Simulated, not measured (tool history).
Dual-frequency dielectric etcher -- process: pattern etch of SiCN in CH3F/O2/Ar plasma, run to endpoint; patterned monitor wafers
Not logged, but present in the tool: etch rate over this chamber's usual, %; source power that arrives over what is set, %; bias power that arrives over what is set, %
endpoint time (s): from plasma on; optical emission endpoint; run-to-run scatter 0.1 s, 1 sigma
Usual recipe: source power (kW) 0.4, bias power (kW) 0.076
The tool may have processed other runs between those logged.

| run | hour | source power (kW) | bias power (kW) | wafers since the last listed run | hours since the last wet clean | hours since the last source power generator calibration | hours since the last bias power generator calibration | hours since the last upper electrode change | incoming incoming film thickness, nm | endpoint time (s) |
|---|---|---|---|---|---|---|---|---|---|---|
| 1 | 0 | 0.4 | 0.076 | 0 | 332 | 3381.3 | 3258.2 | 2488.2 | 5.79 | 15.3 |
| 2 | 15.2 | 0.4 | 0.076 | 211 | 347.2 | 3396.5 | 3273.4 | 2503.4 | 5.74 | 15.1 |
| 3 | 30.4 | 0.4 | 0.076 | 211 | 362.4 | 3411.7 | 3288.6 | 2518.6 | 5.77 | 15 |
| 4 | 43.7 | 0.4 | 0.076 | 184 | 375.7 | 3425 | 3301.9 | 2531.9 | 5.78 | 15 |
| 5 | 57 | 0.4 | 0.076 | 184 | 389 | 3438.3 | 3315.2 | 2545.2 | 5.82 | 15.2 |
| 6 | 63.7 | 0.47 | 0.064 | 93 | 395.7 | 3445 | 3321.9 | 2551.9 | 5.79 | 15.9 |
| 7 | 75 | 0.47 | 0.064 | 157 | 407 | 3456.3 | 3333.2 | 2563.2 | 5.78 | 15.7 |
| 8 | 82.1 | 0.47 | 0.064 | 98 | 414.1 | 3463.4 | 3340.3 | 2570.3 | 5.8 | 15.8 |
| 9 | 95.5 | 0.4 | 0.076 | 186 | 427.5 | 3476.8 | 3353.7 | 2583.7 | 5.77 | 15 |
| 10 | 113.4 | 0.44 | 0.076 | 248 | 445.4 | 3494.7 | 3371.6 | 2601.6 | 5.79 | 14.5 |
| 11 | 128.2 | 0.44 | 0.076 | 205 | 460.2 | 3509.5 | 3386.4 | 2616.4 | 5.77 | 14.4 |
|  | 132.6 | source power generator calibrated |
| 12 | 145.9 | 0.44 | 0.076 | 190 | 477.9 | 13.3 | 3404.1 | 2634.1 | 5.75 | 14.4 |
|  | 158.2 | bias power generator calibrated |
| 13 | 162.9 | 0.4 | 0.089 | 180 | 494.9 | 30.3 | 4.7 | 2651.1 | 5.83 | 13.6 |
| 14 | 174.8 | 0.4 | 0.089 | 165 | 506.8 | 42.2 | 16.6 | 2663 | 5.88 | 13.9 |
| 15 | 181.2 | 0.4 | 0.076 | 89 | 513.2 | 48.6 | 23 | 2669.4 | 5.8 | 14.8 |
| 16 | 192 | 0.4 | 0.076 | 150 | 524 | 59.4 | 33.8 | 2680.2 | 5.77 | 14.8 |
| 17 | 207.3 | 0.48 | 0.071 | 212 | 539.3 | 74.7 | 49.1 | 2695.5 | 5.84 | 14.6 |
| 18 | 224.1 | 0.4 | 0.076 | 233 | 556.1 | 91.5 | 65.9 | 2712.3 | 5.8 | 15 |
| 19 | 230.1 | 0.47 | 0.087 | 83 | 562.1 | 97.5 | 71.9 | 2718.3 | 5.78 | 13.2 |
| 20 | 246.1 | 0.4 | 0.076 | 222 | 578.1 | 113.5 | 87.9 | 2734.3 | 5.82 | 14.8 |
| 21 | 254.1 | 0.46 | 0.067 | 111 | 586.1 | 121.5 | 95.9 | 2742.3 | 5.83 | 15.3 |
|  | 280 | upper electrode replaced |
|  | 293 | wet clean of the chamber |
| 22 | 293.5 | 0.37 | 0.086 | 34 | 0.5 | 160.9 | 135.3 | 13.5 | 5.81 | 14.8 |

Expected results for the next run?
| 23 | 293.8 | 0.31 | 0.087 | 4 | 0.8 | 161.2 | 135.6 | 13.8 | 5.81 | ? |

Run 23 gave endpoint time (s) 15.7.
With no hidden state in the tool, this same run would have given endpoint time (s) 15.7.

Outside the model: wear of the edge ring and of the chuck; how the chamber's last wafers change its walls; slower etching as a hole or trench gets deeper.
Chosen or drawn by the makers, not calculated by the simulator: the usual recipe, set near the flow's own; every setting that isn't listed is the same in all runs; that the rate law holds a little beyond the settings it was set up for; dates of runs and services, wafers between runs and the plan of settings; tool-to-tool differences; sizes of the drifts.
